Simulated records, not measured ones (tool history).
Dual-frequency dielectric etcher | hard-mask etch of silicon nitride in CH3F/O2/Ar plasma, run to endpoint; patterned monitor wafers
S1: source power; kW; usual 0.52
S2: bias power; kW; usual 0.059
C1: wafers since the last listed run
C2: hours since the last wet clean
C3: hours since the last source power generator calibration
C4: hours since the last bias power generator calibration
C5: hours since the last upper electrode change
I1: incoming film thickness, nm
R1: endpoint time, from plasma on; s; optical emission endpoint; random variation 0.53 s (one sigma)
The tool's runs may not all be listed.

run 1 hour=0 | S1=0.52 S2=0.059 | C1=0 C2=52.2 C3=1370.3 C4=1610.1 C5=5076.1 | I1=55.7 | R1=87.4
run 2 hour=13.9 | S1=0.52 S2=0.059 | C1=103 C2=66.1 C3=1384.2 C4=1624 C5=5090 | I1=55.1 | R1=87.2
run 3 hour=39 | S1=0.52 S2=0.059 | C1=186 C2=91.2 C3=1409.3 C4=1649.1 C5=5115.1 | I1=55.9 | R1=88.4
run 4 hour=65.8 | S1=0.52 S2=0.059 | C1=198 C2=118 C3=1436.1 C4=1675.9 C5=5141.9 | I1=55.4 | R1=87.5
run 5 hour=92.1 | S1=0.6 S2=0.069 | C1=195 C2=144.3 C3=1462.4 C4=1702.2 C5=5168.2 | I1=55.1 | R1=79.8
run 6 hour=108.9 | S1=0.6 S2=0.069 | C1=124 C2=161.1 C3=1479.2 C4=1719 C5=5185 | I1=54.8 | R1=80.3
run 7 hour=165.8 | S1=0.6 S2=0.069 | C1=422 C2=218 C3=1536.1 C4=1775.9 C5=5241.9 | I1=56.1 | R1=81.8
run 8 hour=188.6 | S1=0.52 S2=0.048 | C1=169 C2=240.8 C3=1558.9 C4=1798.7 C5=5264.7 | I1=55.5 | R1=95.1
run 9 hour=218.4 | S1=0.52 S2=0.048 | C1=221 C2=270.6 C3=1588.7 C4=1828.5 C5=5294.5 | I1=55.4 | R1=94.5
run 10 hour=234.9 | S1=0.52 S2=0.048 | C1=122 C2=287.1 C3=1605.2 C4=1845 C5=5311 | I1=55.5 | R1=95.3
run 11 hour=248.6 | S1=0.52 S2=0.059 | C1=101 C2=300.8 C3=1618.9 C4=1858.7 C5=5324.7 | I1=55.5 | R1=89.2
run 12 hour=264.9 | S1=0.52 S2=0.059 | C1=120 C2=317.1 C3=1635.2 C4=1875 C5=5341 | I1=55.9 | R1=90.1
run 13 hour=277.3 | S1=0.52 S2=0.059 | C1=92 C2=329.5 C3=1647.6 C4=1887.4 C5=5353.4 | I1=55.9 | R1=90.9
run 14 hour=299 | S1=0.44 S2=0.049 | C1=161 C2=351.2 C3=1669.3 C4=1909.1 C5=5375.1 | I1=55 | R1=98.2
-- hour=310.5 bias power generator calibrated
-- hour=313.3 source power generator calibrated
run 15 hour=313.8 | S1=0.52 S2=0.059 | C1=59 C2=366 C3=0.5 C4=3.3 C5=5389.9 | I1=55.4 | R1=89.8
run 16 hour=396.2 | S1=0.52 S2=0.059 | C1=611 C2=448.4 C3=82.9 C4=85.7 C5=5472.3 | I1=55.1 | R1=90.4
run 17 hour=419 | S1=0.52 S2=0.059 | C1=169 C2=471.2 C3=105.7 C4=108.5 C5=5495.1 | I1=55.9 | R1=91.9
run 18 hour=446 | S1=0.52 S2=0.068 | C1=200 C2=498.2 C3=132.7 C4=135.5 C5=5522.1 | I1=56.1 | R1=87.9
run 19 hour=460.5 | S1=0.39 S2=0.051 | C1=107 C2=512.7 C3=147.2 C4=150 C5=5536.6 | I1=55.2 | R1=101.5
run 20 hour=488.2 | S1=0.47 S2=0.071 | C1=205 C2=540.4 C3=174.9 C4=177.7 C5=5564.3 | I1=55.3 | R1=87.7
run 21 hour=518.9 | S1=0.44 S2=0.052 | C1=227 C2=571.1 C3=205.6 C4=208.4 C5=5595 | I1=55.2 | R1=100
-- hour=607.7 wet clean of the chamber
-- hour=626.1 upper electrode replaced
run 22 hour=626.6 | S1=0.47 S2=0.059 | C1=484 C2=18.9 C3=313.3 C4=316.1 C5=0.5 | I1=55.3 | R1=89
run 23 hour=626.9 | S1=0.41 S2=0.046 | C1=2 C2=19.2 C3=313.6 C4=316.4 C5=0.8 | I1=55.5 | R1=99.1
run 24 hour=639 | S1=0.48 S2=0.046 | C1=89 C2=31.3 C3=325.7 C4=328.5 C5=12.9 | I1=55.2 | R1=95.7
run 25 hour=670.1 | S1=0.41 S2=0.071 | C1=230 C2=62.4 C3=356.8 C4=359.6 C5=44 | I1=55.1 | R1=86.7
run 26 hour=685.5 | S1=0.52 S2=0.059 | C1=114 C2=77.8 C3=372.2 C4=375 C5=59.4 | I1=55.9 | R1=88.6
run 27 hour=708.2 | S1=0.61 S2=0.054 | C1=168 C2=100.5 C3=394.9 C4=397.7 C5=82.1 | I1=55.6 | R1=86.6
run 28 hour=737.4 | S1=0.52 S2=0.066 | C1=216 C2=129.7 C3=424.1 C4=426.9 C5=111.3 | I1=55.6 | R1=85.1
run 29 hour=770 | S1=0.41 S2=0.069 | C1=241 C2=162.3 C3=456.7 C4=459.5 C5=143.9 | I1=55.3 | R1=88
run 30 hour=802.3 | S1=0.6 S2=0.073 | C1=239 C2=194.6 C3=489 C4=491.8 C5=176.2 | I1=55.8 | R1=80
run 31 hour=836.4 | S1=0.64 S2=0.071 | C1=253 C2=228.7 C3=523.1 C4=525.9 C5=210.3 | I1=55.8 | R1=80.6

The same runs without the tool's hidden state, with the same run-to-run variation:
The hidden state here: etch rate over this chamber's usual, %; source power that arrives over what is set, %; bias power that arrives over what is set, %.
run=1 R1=86.6
run=2 R1=86.3
run=3 R1=87.2
run=4 R1=86.2
run=5 R1=78.4
run=6 R1=78.7
run=7 R1=79.8
run=8 R1=92.6
run=9 R1=91.8
run=10 R1=92.5
run=11 R1=86.4
run=12 R1=87.2
run=13 R1=87.8
run=14 R1=94.6
run=15 R1=86.5
run=16 R1=86.4
run=17 R1=87.6
run=18 R1=83.6
run=19 R1=96.4
run=20 R1=83.1
run=21 R1=94.5
run=22 R1=88.6
run=23 R1=98.6
run=24 R1=95.1
run=25 R1=86
run=26 R1=87.7
run=27 R1=85.6
run=28 R1=83.9
run=29 R1=86.5
run=30 R1=78.4
run=31 R1=78.7
